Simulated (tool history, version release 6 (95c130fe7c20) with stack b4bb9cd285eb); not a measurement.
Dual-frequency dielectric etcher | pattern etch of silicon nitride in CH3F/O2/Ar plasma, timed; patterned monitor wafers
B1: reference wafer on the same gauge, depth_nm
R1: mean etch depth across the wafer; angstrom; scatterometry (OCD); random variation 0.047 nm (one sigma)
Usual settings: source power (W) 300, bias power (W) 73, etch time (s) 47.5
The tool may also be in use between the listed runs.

{"run": 1, "hour": 0.0, "source power (W)": 270, "bias power (W)": 73, "etch time (s)": 51, "B1": 28.2, "R1": 320.4}
{"run": 2, "hour": 28.1, "source power (W)": 270, "bias power (W)": 73, "etch time (s)": 51, "B1": 28.19, "R1": 320.1}
{"run": 3, "hour": 54.8, "source power (W)": 270, "bias power (W)": 73, "etch time (s)": 51, "B1": 28.21, "R1": 320.4}
{"run": 4, "hour": 84.7, "source power (W)": 300, "bias power (W)": 73, "etch time (s)": 47.5, "B1": 28.21, "R1": 312.1}
{"run": 5, "hour": 116.9, "source power (W)": 300, "bias power (W)": 73, "etch time (s)": 47.5, "B1": 28.2, "R1": 313.6}
{"run": 6, "hour": 142.5, "source power (W)": 300, "bias power (W)": 73, "etch time (s)": 47.5, "B1": 28.21, "R1": 312.4}
{"run": 7, "hour": 178.0, "source power (W)": 300, "bias power (W)": 73, "etch time (s)": 47.5, "B1": 28.2, "R1": 313.2}
{"hour": 187.1, "done": "source power generator calibrated"}
{"hour": 195.3, "done": "bias power generator calibrated"}
{"run": 8, "hour": 195.8, "source power (W)": 300, "bias power (W)": 73, "etch time (s)": 47.5, "B1": 28.2, "R1": 313}
{"run": 9, "hour": 243.6, "source power (W)": 300, "bias power (W)": 62, "etch time (s)": 47.5, "B1": 28.21, "R1": 294.2}
{"hour": 262.9, "done": "gauge calibrated"}
{"hour": 292.5, "done": "wet clean of the chamber"}
{"hour": 294.0, "done": "upper electrode replaced"}
{"run": 10, "hour": 294.5, "source power (W)": 300, "bias power (W)": 73, "etch time (s)": 47.5, "B1": 28.21, "R1": 310.9}
{"run": 11, "hour": 294.9, "source power (W)": 240, "bias power (W)": 81, "etch time (s)": 47.5, "B1": 28.19, "R1": 294}
{"run": 12, "hour": 326.9, "source power (W)": 240, "bias power (W)": 63, "etch time (s)": 47.5, "B1": 28.19, "R1": 267.3}
{"run": 13, "hour": 351.2, "source power (W)": 360, "bias power (W)": 58, "etch time (s)": 52.5, "B1": 28.2, "R1": 341.1}
{"run": 14, "hour": 377.0, "source power (W)": 220, "bias power (W)": 66, "etch time (s)": 51.5, "B1": 28.2, "R1": 285}
{"run": 15, "hour": 406.9, "source power (W)": 260, "bias power (W)": 80, "etch time (s)": 34, "B1": 28.19, "R1": 217.2}
{"run": 16, "hour": 428.1, "source power (W)": 300, "bias power (W)": 73, "etch time (s)": 41.5, "B1": 28.19, "R1": 272}
{"run": 17, "hour": 448.3, "source power (W)": 300, "bias power (W)": 73, "etch time (s)": 41.5, "B1": 28.2, "R1": 271.9}
{"run": 18, "hour": 477.3, "source power (W)": 300, "bias power (W)": 73, "etch time (s)": 58, "B1": 28.2, "R1": 381.3}
{"run": 19, "hour": 489.9, "source power (W)": 230, "bias power (W)": 64, "etch time (s)": 36, "B1": 28.2, "R1": 201.2}
{"run": 20, "hour": 525.3, "source power (W)": 300, "bias power (W)": 73, "etch time (s)": 47.5, "B1": 28.18, "R1": 311.8}
{"run": 21, "hour": 540.7, "source power (W)": 340, "bias power (W)": 81, "etch time (s)": 47.5, "B1": 28.19, "R1": 343}

The same runs without the tool's hidden state, with the same run-to-run variation:
The hidden state here: etch rate over this chamber's usual, %; source power that arrives over what is set, %; bias power that arrives over what is set, %; gauge reads high (%).
run=1 R1=319.4
run=2 R1=318.8
run=3 R1=318.9
run=4 R1=310.4
run=5 R1=311.7
run=6 R1=310.3
run=7 R1=310.7
run=8 R1=310.5
run=9 R1=291.4
run=10 R1=310.7
run=11 R1=293.8
run=12 R1=266.8
run=13 R1=340.3
run=14 R1=284.2
run=15 R1=216.4
run=16 R1=270.9
run=17 R1=270.6
run=18 R1=379.3
run=19 R1=200.1
run=20 R1=309.8
run=21 R1=340.6

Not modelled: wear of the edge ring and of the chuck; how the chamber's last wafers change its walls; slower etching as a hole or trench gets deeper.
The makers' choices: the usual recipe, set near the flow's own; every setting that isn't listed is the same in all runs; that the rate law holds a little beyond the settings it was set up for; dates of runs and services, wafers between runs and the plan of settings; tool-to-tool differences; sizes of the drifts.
